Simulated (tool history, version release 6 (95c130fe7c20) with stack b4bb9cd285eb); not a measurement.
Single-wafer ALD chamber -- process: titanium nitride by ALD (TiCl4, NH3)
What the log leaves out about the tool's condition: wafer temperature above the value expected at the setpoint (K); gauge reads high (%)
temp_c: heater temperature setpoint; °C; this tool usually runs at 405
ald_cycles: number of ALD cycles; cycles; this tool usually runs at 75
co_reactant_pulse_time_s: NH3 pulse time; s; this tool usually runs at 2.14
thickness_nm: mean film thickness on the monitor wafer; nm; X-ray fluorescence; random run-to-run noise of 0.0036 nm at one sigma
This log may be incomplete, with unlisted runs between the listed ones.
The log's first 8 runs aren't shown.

run,hour,temp_c,ald_cycles,co_reactant_pulse_time_s,wafers since the last listed run,hours since the last thermocouple change,hours since the showerhead was replaced,hours since the gauge calibration,"read-back reference wafer on the same gauge, thickness_nm",thickness_nm
9,197.9,405,68,2.14,41,2485.7,2706.7,421.1,1.42,1.553
10,213.1,405,68,2.14,49,2500.9,2721.9,436.3,1.42,1.543
11,237.2,405,75,2.14,79,2525,2746,460.4,1.42,1.718
12,267.2,405,75,2.14,98,2555,2776,490.4,1.419,1.708
13,286.9,405,75,2.14,64,2574.7,2795.7,510.1,1.421,1.711
# hour 300.5: gauge calibrated
14,305.4,405,75,2.14,60,2593.2,2814.2,4.9,1.42,1.714
15,319,405,75,2.14,44,2606.8,2827.8,18.5,1.421,1.715
16,349.2,419,70,1.44,99,2637,2858,48.7,1.42,1.572
# hour 374.4: thermocouple changed; heater temperature recalibrated
# hour 379: showerhead replaced
17,381.3,410,90,2.59,64,6.9,2.3,80.8,1.421,2.062
18,456.4,405,60,2.61,246,82,77.4,155.9,1.42,1.378
19,489.6,405,69,1.31,109,115.2,110.6,189.1,1.421,1.537
20,524.4,405,60,2.14,114,150,145.4,223.9,1.421,1.37
21,549,417,64,1.47,80,174.6,170,248.5,1.42,1.438
22,570.4,415,75,2.14,70,196,191.4,269.9,1.419,1.71
23,596.9,419,87,2.9,87,222.5,217.9,296.4,1.42,2.013
24,632.5,401,84,1.71,116,258.1,253.5,332,1.42,1.887
25,650.4,405,75,2.14,58,276,271.4,349.9,1.42,1.704
26,666.7,398,80,1.65,53,292.3,287.7,366.2,1.42,1.795
27,682.8,405,75,2.14,52,308.4,303.8,382.3,1.42,1.716
28,710,405,75,2.14,89,335.6,331,409.5,1.419,1.714
29,726.5,405,75,2.14,54,352.1,347.5,426,1.42,1.709
30,761.4,405,75,2.57,114,387,382.4,460.9,1.421,1.726
31,784,405,68,2.14,74,409.6,405,483.5,1.421,1.547

Forecast each of these 3 alternatives for the next run:
A,784.6,405,75,2.14,1,410.2,405.6,484.1,?,?
B,784.6,399,83,1.7,1,410.2,405.6,484.1,?,?
C,784.6,394,71,2.14,1,410.2,405.6,484.1,?,?

run,"read-back reference wafer on the same gauge, thickness_nm",thickness_nm
A,1.419,1.709
B,1.419,1.866
C,1.419,1.609
What these runs would have given with no unlogged condition in the tool:
run,thickness_nm
A,1.709
B,1.866
C,1.609
